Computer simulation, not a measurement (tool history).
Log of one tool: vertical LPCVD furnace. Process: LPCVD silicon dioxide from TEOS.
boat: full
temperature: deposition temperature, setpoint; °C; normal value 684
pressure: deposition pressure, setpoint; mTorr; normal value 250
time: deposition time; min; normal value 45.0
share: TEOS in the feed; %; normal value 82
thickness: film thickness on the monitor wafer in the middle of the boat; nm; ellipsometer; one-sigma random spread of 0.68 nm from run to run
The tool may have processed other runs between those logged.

run	hour	temperature	pressure	time	share	wafers since the last listed run	hours since the last temperature calibration	hours since the pressure gauge was zeroed	hours since the TEOS flow controller was replaced	hours since the gauge calibration	read-back reference wafer on the same gauge, thickness	thickness
1	0.0	684	250	45.0	82	0	1552.1	4198.3	2532.7	329.7	188.94	242.88
2	12.4	684	250	45.0	82	240	1564.5	4210.7	2545.1	342.1	188.99	244.66
3	22.0	684	250	55.5	82	186	1574.1	4220.3	2554.7	351.7	189.06	301.63
4	30.1	684	250	55.5	82	157	1582.2	4228.4	2562.8	359.8	189.03	300.55
5	39.5	684	250	45.0	82	182	1591.6	4237.8	2572.2	369.2	188.96	244.20
6	52.4	684	250	45.0	70	250	1604.5	4250.7	2585.1	382.1	189.14	225.13
7	67.4	684	250	45.0	70	291	1619.5	4265.7	2600.1	397.1	188.89	226.32
8	80.6	684	250	45.0	82	256	1632.7	4278.9	2613.3	410.3	189.06	244.68
9	89.0	684	250	45.0	82	163	1641.1	4287.3	2621.7	418.7	188.98	244.21
10	96.8	684	250	45.0	82	151	1648.9	4295.1	2629.5	426.5	189.03	244.78
# hour 122.7: pressure gauge zeroed
11	123.2	684	250	49.5	87	46	1675.3	0.5	2655.9	452.9	188.87	276.73
12	127.4	684	250	45.0	82	81	1679.5	4.7	2660.1	457.1	189.02	245.77
13	131.8	695	285	45.0	72	85	1683.9	9.1	2664.5	461.5	189.02	315.63
14	147.2	692	250	28.5	82	299	1699.3	24.5	2679.9	476.9	189.04	187.68
15	156.4	684	270	28.0	82	178	1708.5	33.7	2689.1	486.1	188.99	158.65
16	172.7	672	220	34.0	92	316	1724.8	50.0	2705.4	502.4	188.98	137.77
# hour 173.4: gauge calibrated
17	202.0	684	250	45.0	97	569	1754.1	79.3	2734.7	28.6	188.97	267.68
18	211.1	684	250	45.0	82	176	1763.2	88.4	2743.8	37.7	189.09	245.97
19	225.1	684	250	49.5	87	272	1777.2	102.4	2757.8	51.7	189.08	278.29
# hour 252.9: TEOS flow controller replaced
20	253.4	684	275	45.0	82	83	1805.5	130.7	0.5	80.0	188.99	257.16
21	257.7	678	250	60.5	82	83	1809.8	135.0	4.8	84.3	189.07	286.51
22	266.2	684	310	45.0	77	165	1818.3	143.5	13.3	92.8	188.97	266.57
23	272.8	693	250	60.5	82	128	1824.9	150.1	19.9	99.4	188.96	411.30
# hour 303.8: thermocouples replaced and temperature profile calibrated
24	304.3	690	195	36.5	90	145	0.5	181.6	51.4	130.9	189.00	196.93
25	308.5	684	250	29.0	93	81	4.7	185.8	55.6	135.1	188.93	156.03
26	315.3	694	310	37.5	82	132	11.5	192.6	62.4	141.9	188.94	266.97
27	328.7	687	300	35.5	96	260	24.9	206.0	75.8	155.3	188.90	228.68
28	338.2	684	250	45.0	82	184	34.4	215.5	85.3	164.8	189.00	227.81
29	344.5	684	300	45.0	94	122	40.7	221.8	91.6	171.1	188.97	266.79
30	352.4	678	275	28.0	76	153	48.6	229.7	99.5	179.0	189.05	123.91
31	365.5	684	250	45.0	82	254	61.7	242.8	112.6	192.1	189.09	227.83
32	408.1	689	250	32.0	95	827	104.3	285.4	155.2	234.7	188.94	197.97

Some steps in thickness, run to run, broken into two amounts with sign: the step expected even without the hidden condition (settings, incoming material, random variation), and the rest, left for the hidden condition together with whatever gauge scatter is not in both the measured and the hidden-condition-free result:
Hidden state present: true tube temperature minus thermocouple reading, K; true pressure minus gauge reading, mTorr; deviation of the TEOS flow from its setpoint, %; gauge reads high (%).
Run 16 -> 17: temperature 672 -> 684, pressure 220 -> 250, time 34.0 -> 45.0, share 92 -> 97, gauge calibrated. thickness +129.91 nm: hidden state +9.95, all else +119.96.
Run 22 -> 23: temperature 684 -> 693, pressure 310 -> 250, time 45.0 -> 60.5, share 77 -> 82. thickness +144.73 nm: hidden state +11.08, all else +133.65.
Run 23 -> 24: temperature 693 -> 690, pressure 250 -> 195, time 60.5 -> 36.5, share 82 -> 90, thermocouples replaced and temperature profile calibrated. thickness -214.37 nm: hidden state -32.26, all else -182.11.
Run 29 -> 30: temperature 684 -> 678, pressure 300 -> 275, time 45.0 -> 28.0, share 94 -> 76. thickness -142.88 nm: hidden state -0.29, all else -142.59.
